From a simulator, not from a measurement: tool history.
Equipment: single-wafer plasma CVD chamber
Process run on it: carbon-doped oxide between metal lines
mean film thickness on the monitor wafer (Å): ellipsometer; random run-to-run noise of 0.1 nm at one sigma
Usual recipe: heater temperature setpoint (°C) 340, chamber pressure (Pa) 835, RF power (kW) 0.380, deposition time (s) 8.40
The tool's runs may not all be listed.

run	hour	heater temperature setpoint (°C)	chamber pressure (Pa)	RF power (kW)	deposition time (s)	wafers since the last listed run	hours since the last thermocouple change	hours since the last RF generator calibration	hours since the last manometer calibration	hours since the showerhead was replaced	hours since the gauge calibration	read-back reference wafer on the same gauge, thickness_nm	mean film thickness on the monitor wafer (Å)
1	0.0	340	731	0.380	8.40	0	1090.6	1805.1	393.8	2339.2	528.0	37.503	377.04
2	69.4	340	835	0.380	8.40	2298	1160.0	1874.5	463.2	2408.6	597.4	37.520	389.06
3	131.8	340	835	0.330	8.40	2066	1222.4	1936.9	525.6	2471.0	659.8	37.504	349.92
4	155.9	351	835	0.380	8.40	798	1246.5	1961.0	549.7	2495.1	683.9	37.520	376.52
5	222.5	351	835	0.380	8.40	2205	1313.1	2027.6	616.3	2561.7	750.5	37.499	376.57
6	264.4	340	957	0.380	8.40	1387	1355.0	2069.5	658.2	2603.6	792.4	37.517	393.73
7	333.9	340	957	0.380	8.40	2301	1424.5	2139.0	727.7	2673.1	861.9	37.459	393.69
8	392.0	340	957	0.380	8.40	1923	1482.6	2197.1	785.8	2731.2	920.0	37.503	395.70
9	439.8	340	835	0.380	8.40	1582	1530.4	2244.9	833.6	2779.0	967.8	37.499	388.60
# hour 488.1: RF generator calibrated
10	509.6	340	835	0.380	8.40	2046	1600.2	21.5	903.4	2848.8	1037.6	37.506	387.29
# hour 542.8: gauge calibrated
11	547.9	351	793	0.380	8.40	1268	1638.5	59.8	941.7	2887.1	5.1	37.515	373.78
12	597.3	351	793	0.380	8.40	1635	1687.9	109.2	991.1	2936.5	54.5	37.488	372.57
13	668.4	340	835	0.380	9.68	2354	1759.0	180.3	1062.2	3007.6	125.6	37.519	444.65
14	694.0	354	835	0.380	8.40	847	1784.6	205.9	1087.8	3033.2	151.2	37.476	371.18
15	729.9	351	719	0.455	7.23	1188	1820.5	241.8	1123.7	3069.1	187.1	37.484	356.30
# hour 785.4: capacitance manometer re-zeroed and calibrated
# hour 826.0: thermocouple changed; heater temperature recalibrated
16	945.1	348	997	0.400	9.22	6596	119.1	457.0	159.7	3284.3	402.3	37.522	444.44
17	1001.4	348	835	0.330	8.86	1864	175.4	513.3	216.0	3340.6	458.6	37.547	364.17
# hour 1040.8: capacitance manometer re-zeroed and calibrated, repeated, since the last time left the tool worse
# hour 1054.1: showerhead replaced
18	1070.3	340	835	0.380	9.73	1751	244.3	582.2	29.5	16.2	527.5	37.480	450.31
19	1123.4	340	835	0.380	8.40	1758	297.4	635.3	82.6	69.3	580.6	37.485	389.43
20	1168.9	340	901	0.380	9.72	1506	342.9	680.8	128.1	114.8	626.1	37.510	455.10
21	1208.0	340	835	0.380	9.16	1294	382.0	719.9	167.2	153.9	665.2	37.494	423.48
22	1246.6	340	835	0.380	8.40	1278	420.6	758.5	205.8	192.5	703.8	37.490	390.44
23	1292.9	340	835	0.435	8.40	1533	466.9	804.8	252.1	238.8	750.1	37.536	428.70
24	1409.3	340	965	0.380	7.26	3854	583.3	921.2	368.5	355.2	866.5	37.487	341.98
25	1456.0	340	835	0.355	9.66	1546	630.0	967.9	415.2	401.9	913.2	37.506	424.50
26	1513.2	350	916	0.440	7.22	1894	687.2	1025.1	472.4	459.1	970.4	37.498	367.01
27	1549.5	340	835	0.325	8.40	1202	723.5	1061.4	508.7	495.4	1006.7	37.499	347.27

Forecast each of these 3 alternatives for the next run:
A	1549.9	340	709	0.380	8.40	13	723.9	1061.8	509.1	495.8	1007.1	?	?
B	1549.9	354	835	0.425	7.10	13	723.9	1061.8	509.1	495.8	1007.1	?	?
C	1549.9	340	835	0.360	8.40	13	723.9	1061.8	509.1	495.8	1007.1	?	?

run	read-back reference wafer on the same gauge, thickness_nm	mean film thickness on the monitor wafer (Å)
A	37.522	376.61
B	37.522	343.32
C	37.522	373.10
Take away the tool's hidden state, keep each run's random variation, and the runs would have read:
run	mean film thickness on the monitor wafer (Å)
A	379.51
B	345.28
C	375.23
